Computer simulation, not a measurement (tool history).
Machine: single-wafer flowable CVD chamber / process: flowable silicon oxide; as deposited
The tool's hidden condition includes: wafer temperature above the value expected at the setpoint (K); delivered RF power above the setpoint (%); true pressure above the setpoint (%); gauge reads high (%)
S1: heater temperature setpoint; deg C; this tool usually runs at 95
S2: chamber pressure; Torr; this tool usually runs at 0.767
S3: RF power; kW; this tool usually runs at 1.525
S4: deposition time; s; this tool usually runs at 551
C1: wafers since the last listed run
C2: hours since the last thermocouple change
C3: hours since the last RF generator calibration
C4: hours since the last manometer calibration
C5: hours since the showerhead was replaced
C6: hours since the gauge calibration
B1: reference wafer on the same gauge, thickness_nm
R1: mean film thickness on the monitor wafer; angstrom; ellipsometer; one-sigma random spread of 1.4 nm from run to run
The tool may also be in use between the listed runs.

run    hour   S1     S2     S3   S4   C1      C2      C3      C4      C5      C6       B1       R1
  1     0.0   95  0.767  1.320  551    0  1277.0  1353.4   382.1  3192.2   965.5  339.935  3250.15
  2    40.9   95  0.718  1.385  551  101  1317.9  1394.3   423.0  3233.1  1006.4  340.422  3109.54
  3    96.5   95  0.867  1.390  551  137  1373.5  1449.9   478.6  3288.7  1062.0  340.077  3714.08
  4   134.0   95  0.867  1.390  551   93  1411.0  1487.4   516.1  3326.2  1099.5  339.897  3712.85
  5   215.1  100  0.767  1.715  551  201  1492.1  1568.5   597.2  3407.3  1180.6  340.026  3042.68
  6   264.6  100  0.767  1.715  551  122  1541.6  1618.0   646.7  3456.8  1230.1  340.320  3031.17
  7   302.7   95  0.767  1.740  551   94  1579.7  1656.1   684.8  3494.9  1268.2  340.384  3499.22
  8   365.3   95  0.767  1.740  551  155  1642.3  1718.7   747.4  3557.5  1330.8  339.835  3497.49
  9   531.1   95  0.767  1.525  586  411  1808.1  1884.5   913.2  3723.3  1496.6  339.752  3627.89
 10   597.4   95  0.767  1.525  586  164  1874.4  1950.8   979.5  3789.6  1562.9  340.076  3616.91
 11   633.8   95  0.767  1.525  551   90  1910.8  1987.2  1015.9  3826.0  1599.3  340.150  3383.83
 12   673.7   95  0.767  1.525  551   99  1950.7  2027.1  1055.8  3865.9  1639.2  339.692  3398.10
 13   757.8   95  0.767  1.525  551  208  2034.8  2111.2  1139.9  3950.0  1723.3  339.869  3392.03
 14   804.7  103  0.711  1.635  455  116  2081.7  2158.1  1186.8  3996.9  1770.2  339.830  2067.88
 15   846.0  107  0.689  1.765  660  102  2123.0  2199.4  1228.1  4038.2  1811.5  340.278  2655.25
      889.8  -- gauge calibrated
      903.7  -- thermocouple changed; heater temperature recalibrated
 16   953.6   95  0.767  1.795  551  247    49.9  2307.0  1335.7  4145.8    63.8  340.175  3605.69
     1002.6  -- capacitance manometer re-zeroed and calibrated
 17  1003.1  109  0.593  1.295  503  103    99.4  2356.5     0.5  4195.3   113.3  340.112  1531.43
 18  1253.5   95  0.661  1.380  551  621   349.8  2606.9   250.9  4445.7   363.7  340.060  2889.65
 19  1302.9   95  0.623  1.525  551  122   399.2  2656.3   300.3  4495.1   413.1  340.411  2798.69
     1318.6  -- RF generator calibrated
 20  1346.0   95  0.767  1.525  551   87   442.3    27.4   343.4  4538.2   456.2  340.078  3433.30
 21  1443.2   95  0.611  1.525  551  241   539.5   124.6   440.6  4635.4   553.4  340.138  2733.04
     1475.1  -- showerhead replaced, of another model than before
 22  1549.2   95  0.626  1.525  522  243   645.5   230.6   546.6    74.1   659.4  340.080  2863.01
 23  1655.3   95  0.767  1.525  551  263   751.6   336.7   652.7   180.2   765.5  340.071  3440.69
 24  1733.4   95  0.767  1.525  504  193   829.7   414.8   730.8   258.3   843.6  340.239  3150.27
 25  1961.9   95  0.929  1.525  551  567  1058.2   643.3   959.3   486.8  1072.1  340.094  3853.29
 26  2231.5   95  0.767  1.680  551  669  1327.8   912.9  1228.9   756.4  1341.7  340.663  3547.17
 27  2295.6  106  0.767  1.805  647  159  1391.9   977.0  1293.0   820.5  1405.8  339.957  3079.42
 28  2360.3   95  0.767  1.525  449  160  1456.6  1041.7  1357.7   885.2  1470.5  339.564  2778.42
 29  2440.9   95  0.767  1.525  551  200  1537.2  1122.3  1438.3   965.8  1551.1  339.756  3426.47

Each row is a separate what-if for the run after 29, all from the same tool condition, not one after another. Results?
  A  2441.5   82  0.767  1.525  551   1  1537.8  1122.9  1438.9  966.4  1551.7   ?   ?
  B  2441.5   95  0.924  1.525  551   1  1537.8  1122.9  1438.9  966.4  1551.7   ?   ?
  C  2441.5  102  0.641  1.785  632   1  1537.8  1122.9  1438.9  966.4  1551.7   ?   ?

run       B1       R1
  A  340.020  4923.97
  B  340.020  3826.87
  C  340.020  3037.70
With no hidden state in the tool, these same runs would have given:
run       R1
  A  5015.28
  B  3904.79
  C  3101.10
